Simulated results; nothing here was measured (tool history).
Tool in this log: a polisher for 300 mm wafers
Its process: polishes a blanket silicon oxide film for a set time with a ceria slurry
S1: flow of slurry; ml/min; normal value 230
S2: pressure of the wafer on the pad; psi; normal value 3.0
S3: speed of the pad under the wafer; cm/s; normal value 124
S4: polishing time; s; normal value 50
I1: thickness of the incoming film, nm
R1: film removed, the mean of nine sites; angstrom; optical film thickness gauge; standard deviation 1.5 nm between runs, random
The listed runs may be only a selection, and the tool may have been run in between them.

run,hour,S1,S2,S3,S4,I1,R1
1,0.0,250,3.0,124,46,1814.3,2253
2,47.5,250,3.0,124,46,1765.2,2253
3,109.9,230,3.0,124,50,1789.6,2368
# hour 142.4: worn pad replaced by a new one
# hour 150.8: slurry nozzle cleaned
4,177.7,230,3.0,124,50,1795.0,2490
5,259.9,285,3.5,124,50,1782.3,2889
6,321.2,285,3.5,124,50,1815.9,2874
7,394.3,230,3.0,124,50,1801.7,2412
# hour 400.5: slurry nozzle cleaned
# hour 461.3: worn pad replaced by a new one
8,482.2,230,3.0,124,50,1822.0,2541
9,564.6,230,3.0,124,50,1774.8,2522
# hour 619.9: head pressure recalibrated
# hour 652.1: slurry nozzle cleaned
# hour 769.7: worn pad replaced by a new one
10,862.5,285,3.3,124,45,1784.9,2390
11,934.2,165,3.0,160,50,1779.8,2949
# hour 979.0: slurry nozzle cleaned
12,979.5,155,3.9,110,58,1826.0,2942
# hour 1015.7: worn pad replaced by a new one
13,1085.0,200,3.0,124,50,1764.1,2411
14,1185.9,205,3.0,96,50,1808.9,1840
# hour 1243.5: slurry nozzle cleaned
15,1262.7,285,3.0,152,44,1768.2,2595
# hour 1297.6: worn pad replaced by a new one
16,1308.8,195,2.1,124,45,1802.7,1666
17,1348.2,230,3.0,124,50,1805.1,2505
18,1429.6,150,2.2,110,56,1775.3,1802

Each row is a separate what-if for the run after 18, all from the same tool condition, not one after another. Results?
A,1430.0,230,3.0,124,37,1777.7,?
B,1430.0,285,2.5,124,50,1777.7,?
C,1430.0,230,3.0,160,41,1777.7,?
D,1430.0,170,3.0,124,41,1777.7,?
E,1430.0,170,3.4,150,63,1777.7,?

run,R1
A,1844
B,2171
C,2637
D,1986
E,4118
What these runs would have given with no unlogged condition in the tool:
run,R1
A,1793
B,2110
C,2564
D,1930
E,4003

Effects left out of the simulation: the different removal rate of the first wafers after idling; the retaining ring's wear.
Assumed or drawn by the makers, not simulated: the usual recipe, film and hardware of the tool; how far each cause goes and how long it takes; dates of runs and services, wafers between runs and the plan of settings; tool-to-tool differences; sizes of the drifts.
